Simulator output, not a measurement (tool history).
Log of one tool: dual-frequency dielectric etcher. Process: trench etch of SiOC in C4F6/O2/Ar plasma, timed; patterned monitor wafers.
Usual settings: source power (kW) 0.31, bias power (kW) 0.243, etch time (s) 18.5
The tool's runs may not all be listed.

run    hour  source power (kW)  bias power (kW)  etch time (s)  read-back reference wafer on the same gauge, depth_nm  mean etch depth across the wafer (Å)
  1       0               0.31            0.243           18.5                                                     39                                   374
  2    37.8               0.31            0.243           18.5                                                  39.05                                 371.7
  3    78.2               0.31            0.243           18.5                                                  39.12                                 376.6
  4   114.9               0.31            0.243           18.5                                                  39.11                                 372.3
      150.2  -- wet clean of the chamber
  5   183.7               0.31            0.243           18.5                                                  39.24                                 376.7
  6   231.4               0.31            0.243           18.5                                                  39.34                                 375.3
  7   259.1               0.31            0.243           18.5                                                  39.33                                 376.3
  8     325               0.31            0.218             17                                                  39.47                                 336.5
  9   409.9               0.31            0.218             17                                                  39.51                                 338.4
        419  -- bias power generator calibrated
 10   477.1               0.31            0.218             17                                                  39.68                                 339.3
      514.1  -- wet clean of the chamber
 11   516.4               0.31            0.243           18.5                                                  39.67                                 382.5
      573.3  -- gauge calibrated
      583.3  -- upper electrode replaced
 12   637.8               0.31            0.243           18.5                                                  38.19                                 362.8
 13   663.9               0.28            0.191             16                                                  38.44                                 279.4
 14   705.6               0.31            0.243           18.5                                                  38.34                                 366.3
 15   733.7               0.31            0.243           18.5                                                  38.37                                 370.1
      760.7  -- source power generator calibrated
 16   776.4               0.31            0.284             14                                                  38.37                                   293
 17   839.7               0.35            0.227             20                                                  38.41                                 413.6
 18   882.1               0.31            0.293           22.5                                                  38.59                                 473.7
      914.5  -- wet clean of the chamber
 19     915               0.31            0.266             16                                                  38.59                                 328.6
 20   956.3               0.31             0.19           18.5                                                   38.7                                 345.5
 21  1006.4               0.31            0.243             23                                                  38.87                                 459.9
 22  1049.1               0.31            0.243           18.5                                                  38.84                                 369.5
 23  1107.5               0.29            0.243           18.5                                                   38.9                                   363

Some steps in mean etch depth across the wafer (Å) between neighbouring runs. How much of each would the tool show without its hidden state too (settings, what came in, random variation), and how much is left for the hidden state, with any gauge scatter that isn't in both results?
The hidden state here: etch rate over this chamber's usual, %; source power that arrives over what is set, %; bias power that arrives over what is set, %; gauge reads high (%).
Run 11 -> 12: gauge calibrated, upper electrode replaced. mean etch depth across the wafer (Å) -19.7: hidden state -14, all else -5.7.
Run 16 -> 17: source power (kW) 0.31 -> 0.35, bias power (kW) 0.284 -> 0.227, etch time (s) 14 -> 20. mean etch depth across the wafer (Å) +120.6: hidden state +2, all else +118.6.
Run 18 -> 19: bias power (kW) 0.293 -> 0.266, etch time (s) 22.5 -> 16, wet clean of the chamber. mean etch depth across the wafer (Å) -145.1: hidden state -1.4, all else -143.7.
Run 20 -> 21: bias power (kW) 0.19 -> 0.243, etch time (s) 18.5 -> 23. mean etch depth across the wafer (Å) +114.4: hidden state +2.6, all else +111.8.

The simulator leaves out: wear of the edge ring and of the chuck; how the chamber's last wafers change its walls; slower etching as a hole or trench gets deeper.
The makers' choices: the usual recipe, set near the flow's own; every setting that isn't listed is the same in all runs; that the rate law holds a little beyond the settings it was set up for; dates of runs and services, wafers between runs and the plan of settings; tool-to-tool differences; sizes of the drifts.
